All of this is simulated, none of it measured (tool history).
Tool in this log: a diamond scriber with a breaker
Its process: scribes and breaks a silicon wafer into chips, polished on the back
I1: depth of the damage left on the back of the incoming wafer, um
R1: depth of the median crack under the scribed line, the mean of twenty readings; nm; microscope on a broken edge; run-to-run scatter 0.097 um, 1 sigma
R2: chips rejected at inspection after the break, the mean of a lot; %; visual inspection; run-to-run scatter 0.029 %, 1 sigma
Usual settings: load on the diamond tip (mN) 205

Run 1, hour 0: usual settings but load on the diamond tip (mN) 186; I1 0.04. Result: R1 6130 nm, R2 4.8 %.
Run 2, hour 63.1: usual settings but load on the diamond tip (mN) 186; I1 0.03. Result: R1 6290 nm, R2 4.45 %.
Run 3, hour 108.9: usual settings; I1 0.04. Result: R1 6940 nm, R2 1.32 %.
Run 4, hour 150.3: usual settings; I1 0.03. Result: R1 6890 nm, R2 1.46 %.
Run 5, hour 195.2: usual settings but load on the diamond tip (mN) 240; I1 0.05. Result: R1 7990 nm, R2 0.92 %.
Run 6, hour 236.5: usual settings but load on the diamond tip (mN) 240; I1 0.04. Result: R1 7880 nm, R2 0.84 %.
Run 7, hour 264.3: usual settings; I1 0.03. Result: R1 6700 nm, R2 1.75 %.
Run 8, hour 294.2: usual settings; I1 0.04. Result: R1 6820 nm, R2 1.98 %.
Run 9, hour 360.3: usual settings; I1 0.04. Result: R1 6660 nm, R2 2.17 %.
Run 10, hour 395.5: usual settings but load on the diamond tip (mN) 172; I1 0.04. Result: R1 5460 nm, R2 10.36 %.
Run 11, hour 444.7: usual settings but load on the diamond tip (mN) 172; I1 0.02. Result: R1 5460 nm, R2 13.03 %.
Run 12, hour 475.2: usual settings but load on the diamond tip (mN) 172; I1 0.05. Result: R1 5370 nm, R2 11.74 %.
At hour 488.3: diamond tip replaced by a new one.
Run 13, hour 537.2: usual settings; I1 0.01. Result: R1 7450 nm, R2 0.42 %.
Run 14, hour 598.5: usual settings but load on the diamond tip (mN) 179; I1 0.02. Result: R1 6430 nm, R2 3.7 %.
Run 15, hour 631.3: usual settings but load on the diamond tip (mN) 255; I1 0.03. Result: R1 9090 nm, R2 5.12 %.
Run 16, hour 693: usual settings but load on the diamond tip (mN) 150; I1 0.03. Result: R1 5050 nm, R2 17.5 %.
Run 17, hour 728.6: usual settings; I1 0.03. Result: R1 7420 nm, R2 0.47 %.
Run 18, hour 755.4: usual settings but load on the diamond tip (mN) 182; I1 0.01. Result: R1 6410 nm, R2 3.53 %.
Run 19, hour 801.2: usual settings but load on the diamond tip (mN) 266; I1 0.03. Result: R1 9550 nm, R2 6.35 %.
At hour 804.5: load on the tip recalibrated.
Run 20, hour 844.4: usual settings but load on the diamond tip (mN) 267; I1 0.04. Result: R1 9550 nm, R2 6.51 %.
Run 21, hour 878.9: usual settings; I1 0.02. Result: R1 7170 nm, R2 0.57 %.
Run 22, hour 944.2: usual settings; I1 0.04. Result: R1 7380 nm, R2 0.66 %.
Run 23, hour 1002.8: usual settings but load on the diamond tip (mN) 156; I1 0.04. Result: R1 5180 nm, R2 14.57 %.
Run 24, hour 1037.5: usual settings but load on the diamond tip (mN) 159; I1 0.01. Result: R1 5390 nm, R2 13.98 %.

Give the tool's hidden conditions for every run:
deviation of the load on the tip from its setpoint, %: 0 on each run
H1: share of the diamond tip's cutting effectiveness lost through wear, %
run    H1
  1  10.8
  2  11.6
  3  12.3
  4  12.8
  5  13.4
  6    14
  7  14.4
  8  14.8
  9  15.7
 10  16.2
 11  16.8
 12  17.2
 13  0.72
 14  1.55
 15     2
 16  2.83
 17  3.32
 18  3.68
 19   4.3
 20  4.89
 21  5.36
 22  6.24
 23  7.04
 24  7.51

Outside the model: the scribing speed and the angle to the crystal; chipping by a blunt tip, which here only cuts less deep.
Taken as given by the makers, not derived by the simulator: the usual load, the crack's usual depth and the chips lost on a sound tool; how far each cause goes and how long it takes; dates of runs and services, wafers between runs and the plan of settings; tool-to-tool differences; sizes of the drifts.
